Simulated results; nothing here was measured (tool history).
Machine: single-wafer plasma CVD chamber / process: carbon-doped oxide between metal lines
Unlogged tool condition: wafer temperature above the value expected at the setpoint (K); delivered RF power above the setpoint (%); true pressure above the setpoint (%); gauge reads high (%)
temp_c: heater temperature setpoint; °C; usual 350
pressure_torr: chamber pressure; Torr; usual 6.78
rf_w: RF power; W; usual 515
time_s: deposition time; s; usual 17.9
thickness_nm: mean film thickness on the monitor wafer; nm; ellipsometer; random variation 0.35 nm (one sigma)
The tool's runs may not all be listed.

run,hour,temp_c,pressure_torr,rf_w,time_s,wafers since the last listed run,hours since the last thermocouple change,hours since the last RF generator calibration,hours since the last manometer calibration,hours since the showerhead was replaced,hours since the gauge calibration,"read-back reference wafer on the same gauge, thickness_nm",thickness_nm
1,0.0,356,6.28,515,17.9,0,2178.8,571.0,2031.0,6800.9,471.9,93.992,88.931
2,64.3,356,6.28,515,17.9,1607,2243.1,635.3,2095.3,6865.2,536.2,94.036,87.965
3,107.1,356,6.28,515,17.9,1069,2285.9,678.1,2138.1,6908.0,579.0,94.038,87.884
4,150.4,360,6.78,515,17.9,1082,2329.2,721.4,2181.4,6951.3,622.3,93.982,88.018
5,196.8,360,6.78,515,17.9,1159,2375.6,767.8,2227.8,6997.7,668.7,93.970,88.266
# hour 234.0: capacitance manometer re-zeroed and calibrated
6,239.1,360,6.78,515,17.9,857,2417.9,810.1,5.1,7040.0,711.0,93.946,87.829
# hour 272.0: showerhead replaced
7,300.6,350,6.78,515,17.9,1337,2479.4,871.6,66.6,28.6,772.5,93.965,89.822
# hour 342.1: thermocouple changed; heater temperature recalibrated
8,342.6,350,8.18,515,17.9,849,0.5,913.6,108.6,70.6,814.5,93.994,91.087
# hour 358.9: RF generator calibrated
# hour 396.7: gauge calibrated
9,403.2,350,6.78,515,17.9,1314,61.1,44.3,169.2,131.2,6.5,94.036,89.749
10,452.1,364,8.24,515,21.0,1222,110.0,93.2,218.1,180.1,55.4,94.041,103.546
11,517.6,350,7.86,515,17.9,1637,175.5,158.7,283.6,245.6,120.9,94.020,90.838
12,559.5,350,6.78,515,17.9,1047,217.4,200.6,325.5,287.5,162.8,93.983,90.442
13,605.6,350,6.78,430,14.5,1152,263.5,246.7,371.6,333.6,208.9,93.986,63.922
14,650.6,364,5.71,420,21.0,1124,308.5,291.7,416.6,378.6,253.9,94.032,86.153

What if the next run were any one of these 3? Each begins from the tool's condition after run 14:
A,651.0,350,6.78,515,16.9,9,308.9,292.1,417.0,379.0,254.3,?,?
B,651.0,356,6.78,515,16.5,9,308.9,292.1,417.0,379.0,254.3,?,?
C,651.0,350,6.01,445,20.8,9,308.9,292.1,417.0,379.0,254.3,?,?

run,"read-back reference wafer on the same gauge, thickness_nm",thickness_nm
A,94.014,85.668
B,94.014,82.484
C,94.014,93.754
Stripped of hidden state, with their random variation kept, the same runs would have yielded:
run,thickness_nm
A,85.668
B,82.484
C,93.754
